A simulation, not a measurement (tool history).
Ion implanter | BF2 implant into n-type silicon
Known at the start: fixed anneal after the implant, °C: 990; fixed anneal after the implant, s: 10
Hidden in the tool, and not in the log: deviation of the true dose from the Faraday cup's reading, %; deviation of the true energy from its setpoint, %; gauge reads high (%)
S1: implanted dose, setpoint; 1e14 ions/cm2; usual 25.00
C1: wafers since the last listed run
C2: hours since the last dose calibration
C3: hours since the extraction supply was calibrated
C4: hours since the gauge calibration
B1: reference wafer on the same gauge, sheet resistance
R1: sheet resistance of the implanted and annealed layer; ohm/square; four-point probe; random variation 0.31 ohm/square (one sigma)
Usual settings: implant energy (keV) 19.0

run 1 hour=0.0 | S1=25.00 implant_energy_(keV)=21.0 | C1=0 C2=1177.7 C3=1991.2 C4=134.9 | B1=211.73 | R1=196.46
run 2 hour=13.9 | S1=25.00 implant_energy_(keV)=21.0 | C1=144 C2=1191.6 C3=2005.1 C4=148.8 | B1=211.66 | R1=195.94
run 3 hour=20.1 | S1=25.00 implant_energy_(keV)=21.0 | C1=64 C2=1197.8 C3=2011.3 C4=155.0 | B1=211.75 | R1=195.81
run 4 hour=29.7 | S1=25.00 implant_energy_(keV)=19.0 | C1=99 C2=1207.4 C3=2020.9 C4=164.6 | B1=211.90 | R1=207.82
run 5 hour=42.2 | S1=29.80 implant_energy_(keV)=23.0 | C1=129 C2=1219.9 C3=2033.4 C4=177.1 | B1=211.86 | R1=183.39
run 6 hour=48.4 | S1=29.80 implant_energy_(keV)=23.0 | C1=64 C2=1226.1 C3=2039.6 C4=183.3 | B1=211.99 | R1=183.29
run 7 hour=59.8 | S1=25.00 implant_energy_(keV)=15.5 | C1=118 C2=1237.5 C3=2051.0 C4=194.7 | B1=212.01 | R1=230.27
run 8 hour=76.0 | S1=25.00 implant_energy_(keV)=19.0 | C1=168 C2=1253.7 C3=2067.2 C4=210.9 | B1=212.10 | R1=207.57
run 9 hour=83.2 | S1=25.00 implant_energy_(keV)=23.5 | C1=74 C2=1260.9 C3=2074.4 C4=218.1 | B1=212.14 | R1=184.25
run 10 hour=93.4 | S1=25.00 implant_energy_(keV)=19.0 | C1=105 C2=1271.1 C3=2084.6 C4=228.3 | B1=212.18 | R1=207.86
run 11 hour=101.6 | S1=25.00 implant_energy_(keV)=19.0 | C1=85 C2=1279.3 C3=2092.8 C4=236.5 | B1=212.19 | R1=207.26
run 12 hour=110.6 | S1=25.00 implant_energy_(keV)=16.5 | C1=93 C2=1288.3 C3=2101.8 C4=245.5 | B1=212.33 | R1=223.74
run 13 hour=122.1 | S1=28.19 implant_energy_(keV)=19.0 | C1=119 C2=1299.8 C3=2113.3 C4=257.0 | B1=212.37 | R1=204.78
run 14 hour=130.8 | S1=28.19 implant_energy_(keV)=19.0 | C1=90 C2=1308.5 C3=2122.0 C4=265.7 | B1=212.41 | R1=204.76
run 15 hour=137.2 | S1=25.00 implant_energy_(keV)=19.0 | C1=66 C2=1314.9 C3=2128.4 C4=272.1 | B1=212.49 | R1=207.61
-- hour=141.9 gauge calibrated
run 16 hour=148.2 | S1=25.00 implant_energy_(keV)=19.0 | C1=114 C2=1325.9 C3=2139.4 C4=6.3 | B1=210.83 | R1=206.26
-- hour=158.8 Faraday cup replaced and dose calibrated
run 17 hour=165.7 | S1=25.00 implant_energy_(keV)=19.0 | C1=98 C2=6.9 C3=2156.9 C4=23.8 | B1=211.03 | R1=206.53
run 18 hour=177.4 | S1=25.00 implant_energy_(keV)=19.0 | C1=121 C2=18.6 C3=2168.6 C4=35.5 | B1=210.96 | R1=206.02
run 19 hour=185.8 | S1=25.00 implant_energy_(keV)=19.0 | C1=87 C2=27.0 C3=2177.0 C4=43.9 | B1=211.13 | R1=206.26
run 20 hour=195.5 | S1=22.61 implant_energy_(keV)=19.0 | C1=100 C2=36.7 C3=2186.7 C4=53.6 | B1=211.19 | R1=208.53
run 21 hour=211.5 | S1=20.52 implant_energy_(keV)=16.0 | C1=166 C2=52.7 C3=2202.7 C4=69.6 | B1=211.28 | R1=231.75
run 22 hour=229.4 | S1=25.00 implant_energy_(keV)=24.5 | C1=185 C2=70.6 C3=2220.6 C4=87.5 | B1=211.36 | R1=180.42
run 23 hour=245.1 | S1=25.00 implant_energy_(keV)=19.0 | C1=162 C2=86.3 C3=2236.3 C4=103.2 | B1=211.41 | R1=206.75
run 24 hour=253.4 | S1=25.00 implant_energy_(keV)=19.0 | C1=86 C2=94.6 C3=2244.6 C4=111.5 | B1=211.49 | R1=207.12
run 25 hour=265.9 | S1=31.49 implant_energy_(keV)=16.0 | C1=129 C2=107.1 C3=2257.1 C4=124.0 | B1=211.52 | R1=220.29
run 26 hour=279.8 | S1=31.74 implant_energy_(keV)=13.5 | C1=144 C2=121.0 C3=2271.0 C4=137.9 | B1=211.63 | R1=239.31
run 27 hour=292.8 | S1=21.27 implant_energy_(keV)=16.0 | C1=134 C2=134.0 C3=2284.0 C4=150.9 | B1=211.67 | R1=231.23
run 28 hour=303.9 | S1=25.00 implant_energy_(keV)=15.0 | C1=115 C2=145.1 C3=2295.1 C4=162.0 | B1=211.88 | R1=233.73
-- hour=318.6 extraction supply calibrated
run 29 hour=319.1 | S1=19.05 implant_energy_(keV)=23.0 | C1=74 C2=160.3 C3=0.5 C4=177.2 | B1=211.80 | R1=192.80
run 30 hour=326.7 | S1=19.33 implant_energy_(keV)=22.5 | C1=78 C2=167.9 C3=8.1 C4=184.8 | B1=211.92 | R1=194.30
run 31 hour=344.1 | S1=29.85 implant_energy_(keV)=21.0 | C1=180 C2=185.3 C3=25.5 C4=202.2 | B1=211.92 | R1=192.60
run 32 hour=361.7 | S1=21.17 implant_energy_(keV)=22.5 | C1=182 C2=202.9 C3=43.1 C4=219.8 | B1=212.07 | R1=192.89
run 33 hour=377.3 | S1=25.00 implant_energy_(keV)=19.0 | C1=161 C2=218.5 C3=58.7 C4=235.4 | B1=212.23 | R1=207.79
run 34 hour=384.3 | S1=25.00 implant_energy_(keV)=19.0 | C1=72 C2=225.5 C3=65.7 C4=242.4 | B1=212.17 | R1=208.04
run 35 hour=394.6 | S1=27.06 implant_energy_(keV)=24.0 | C1=106 C2=235.8 C3=76.0 C4=252.7 | B1=212.33 | R1=181.43
-- hour=403.9 gauge calibrated
run 36 hour=408.1 | S1=25.00 implant_energy_(keV)=17.0 | C1=140 C2=249.3 C3=89.5 C4=4.2 | B1=210.88 | R1=218.39
run 37 hour=420.8 | S1=19.33 implant_energy_(keV)=22.5 | C1=131 C2=262.0 C3=102.2 C4=16.9 | B1=210.95 | R1=193.63

4 ways to go on from here, each from the tool as it stands after run 37. What would each give?
run A hour=421.2 | S1=25.00 implant_energy_(keV)=19.0 | C1=4 C2=262.4 C3=102.6 C4=17.3 | B1=? | R1=?
run B hour=421.2 | S1=22.23 implant_energy_(keV)=21.0 | C1=4 C2=262.4 C3=102.6 C4=17.3 | B1=? | R1=?
run C hour=421.2 | S1=30.68 implant_energy_(keV)=21.5 | C1=4 C2=262.4 C3=102.6 C4=17.3 | B1=? | R1=?
run D hour=421.2 | S1=30.92 implant_energy_(keV)=23.0 | C1=4 C2=262.4 C3=102.6 C4=17.3 | B1=? | R1=?

run=A B1=211.00 R1=206.14
run=B B1=211.00 R1=197.97
run=C B1=211.00 R1=188.74
run=D B1=211.00 R1=181.86
Without the tool's hidden state the same runs would have given:
run=A R1=206.19
run=B R1=198.01
run=C R1=188.78
run=D R1=181.91
